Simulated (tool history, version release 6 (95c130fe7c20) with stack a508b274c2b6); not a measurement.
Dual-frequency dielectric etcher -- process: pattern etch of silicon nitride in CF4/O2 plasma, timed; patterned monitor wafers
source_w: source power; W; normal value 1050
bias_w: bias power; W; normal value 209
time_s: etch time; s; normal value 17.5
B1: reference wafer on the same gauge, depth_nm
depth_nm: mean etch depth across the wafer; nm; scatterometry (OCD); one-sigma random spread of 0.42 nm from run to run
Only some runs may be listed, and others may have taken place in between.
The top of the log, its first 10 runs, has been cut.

Run 11, hour 177.3: usual settings; B1 78.3. Result: depth_nm 81.9 nm.
Run 12, hour 192.4: usual settings but bias_w 248 W; B1 78.3. Result: depth_nm 87.7 nm.
At hour 221.8: wet clean of the chamber, repeated, since the last time left the tool worse.
At hour 229.8: upper electrode replaced.
Run 13, hour 230.3: usual settings; B1 78.3. Result: depth_nm 79.7 nm.
Run 14, hour 230.6: usual settings but bias_w 236 W, time_s 19 s; B1 78.3. Result: depth_nm 89.8 nm.
Run 15, hour 230.9: usual settings but source_w 990 W, time_s 20.5 s; B1 78.3. Result: depth_nm 87.5 nm.
At hour 262.9: gauge calibrated.
Run 16, hour 277: usual settings but time_s 21 s; B1 78.3. Result: depth_nm 95.9 nm.
Run 17, hour 293.3: usual settings but source_w 1250 W, bias_w 228 W; B1 78.4. Result: depth_nm 98.3 nm.
Run 18, hour 300.6: usual settings but source_w 920 W, bias_w 177 W, time_s 21 s; B1 78.3. Result: depth_nm 79.1 nm.
Run 19, hour 315: usual settings but source_w 860 W, bias_w 178 W, time_s 15 s; B1 78.3. Result: depth_nm 52.1 nm.
Run 20, hour 332.4: usual settings but source_w 840 W, time_s 14.5 s; B1 78.3. Result: depth_nm 51.8 nm.
Run 21, hour 345.9: usual settings; B1 78.3. Result: depth_nm 78.2 nm.
Run 22, hour 352.1: usual settings; B1 78.3. Result: depth_nm 78.8 nm.
Run 23, hour 396.8: usual settings but source_w 1160 W, time_s 22.5 s; B1 78.3. Result: depth_nm 112.8 nm.
Run 24, hour 404.2: usual settings; B1 78.3. Result: depth_nm 79.6 nm.
Run 25, hour 412.4: usual settings but bias_w 162 W; B1 78.3. Result: depth_nm 72.8 nm.
Run 26, hour 418.5: usual settings but source_w 840 W, time_s 14.5 s; B1 78.3. Result: depth_nm 51.3 nm.
Run 27, hour 429.5: usual settings but time_s 19 s; B1 78.3. Result: depth_nm 85.4 nm.
Run 28, hour 437.7: usual settings but bias_w 248 W; B1 78.3. Result: depth_nm 82.6 nm.
Run 29, hour 451.9: usual settings but source_w 860 W, bias_w 181 W, time_s 16 s; B1 78.2. Result: depth_nm 54.9 nm.
Run 30, hour 463.5: usual settings but source_w 950 W, bias_w 159 W; B1 78.2. Result: depth_nm 64.8 nm.

Consider 4 possible next runs. They are alternatives, not a sequence: every one starts from the tool as it was left by run 30. What does each give?
Run A, hour 463.9: usual settings; B1 ?. Result: depth_nm ?.
Run B, hour 463.9: usual settings but source_w 950 W, time_s 22 s; B1 ?. Result: depth_nm ?.
Run C, hour 463.9: usual settings but source_w 1270 W, time_s 22 s; B1 ?. Result: depth_nm ?.
Run D, hour 463.9: usual settings but source_w 960 W, time_s 19 s; B1 ?. Result: depth_nm ?.

run    B1  depth_nm
  A  78.3      78.6
  B  78.3      88.9
  C  78.3     120.2
  D  78.3      77.6
Without the tool's unlogged condition, the same runs would have read:
run  depth_nm
  A      79.8
  B      90.3
  C     122.1
  D      78.9
